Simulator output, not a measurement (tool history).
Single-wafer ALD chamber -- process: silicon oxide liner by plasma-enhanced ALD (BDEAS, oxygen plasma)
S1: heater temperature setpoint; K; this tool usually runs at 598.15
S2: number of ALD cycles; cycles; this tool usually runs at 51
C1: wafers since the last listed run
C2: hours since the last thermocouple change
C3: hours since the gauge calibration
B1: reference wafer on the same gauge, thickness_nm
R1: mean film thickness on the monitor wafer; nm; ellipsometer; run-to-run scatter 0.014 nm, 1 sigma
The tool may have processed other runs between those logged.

run	hour	S1	S2	C1	C2	C3	B1	R1
1	0	598.15	51	0	1339.6	145.3	4.407	4.714
2	25.3	598.15	46	130	1364.9	170.6	4.4	4.232
3	47.8	598.15	51	116	1387.4	193.1	4.401	4.685
4	64.8	598.15	51	87	1404.4	210.1	4.4	4.709
5	92.4	598.15	44	142	1432	237.7	4.397	4.055
6	126.9	598.15	44	178	1466.5	272.2	4.395	4.052
# hour 143.7: gauge calibrated
7	152.2	598.15	51	130	1491.8	8.5	4.436	4.747
8	175.6	598.15	51	120	1515.2	31.9	4.422	4.721
# hour 193.1: thermocouple changed; heater temperature recalibrated
9	196.3	610.15	51	65	3.2	52.6	4.418	4.653
10	209.6	598.15	51	68	16.5	65.9	4.413	4.701
11	229.6	606.15	44	103	36.5	85.9	4.408	4.033
12	262.6	598.15	45	170	69.5	118.9	4.406	4.143
13	274.9	598.15	51	63	81.8	131.2	4.404	4.697
14	292	592.15	59	88	98.9	148.3	4.398	5.476
15	320.5	598.15	42	147	127.4	176.8	4.397	3.859
16	348.5	594.15	51	144	155.4	204.8	4.398	4.716
17	365.9	598.15	51	89	172.8	222.2	4.395	4.7

Consider 5 possible next runs. They are alternatives, not a sequence: every one starts from the tool as it was left by run 17. What does each give?
A	366.4	598.15	57	2	173.3	222.7	?	?
B	366.4	598.15	59	2	173.3	222.7	?	?
C	366.4	609.15	46	2	173.3	222.7	?	?
D	366.4	593.15	43	2	173.3	222.7	?	?
E	366.4	613.15	48	2	173.3	222.7	?	?

run	B1	R1
A	4.398	5.26
B	4.398	5.444
C	4.398	4.185
D	4.398	3.993
E	4.398	4.345
With the hidden condition removed and each run's random variation left untouched, the same runs would have given:
run	R1
A	5.315
B	5.501
C	4.229
D	4.035
E	4.39
